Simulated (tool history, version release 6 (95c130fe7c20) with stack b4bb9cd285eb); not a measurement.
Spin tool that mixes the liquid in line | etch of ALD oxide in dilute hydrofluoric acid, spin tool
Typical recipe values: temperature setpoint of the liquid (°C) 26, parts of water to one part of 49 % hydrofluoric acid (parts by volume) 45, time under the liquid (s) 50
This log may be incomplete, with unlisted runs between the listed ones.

run	hour	temperature setpoint of the liquid (°C)	parts of water to one part of 49 % hydrofluoric acid (parts by volume)	time under the liquid (s)	read-back film thickness of the ALD oxide reference wafer, read on the same gauge (nm)	thickness taken off the ALD oxide on a monitor wafer (Å)
1	0	26	45	50	140.02	214.3
2	22.9	26	45	50	139.97	215.6
3	37.3	26	45	50	140.04	212.7
4	61.8	26	45	50	140.02	214.2
5	91.6	26	45	50	139.98	211
6	124.1	26	45	50	140.05	212.4
7	141.9	26	45	50	140.03	210.6

For run 8, what comes out?
# hour 149.8: gauge calibrated
8	175.1	26	45	50	?	?

read-back film thickness of the ALD oxide reference wafer, read on the same gauge (nm): 139.96
thickness taken off the ALD oxide on a monitor wafer (Å): 212.3
Take away the tool's hidden state, keep the run-to-run variation as it was, and the same run would have given thickness taken off the ALD oxide on a monitor wafer (Å) 243.6.
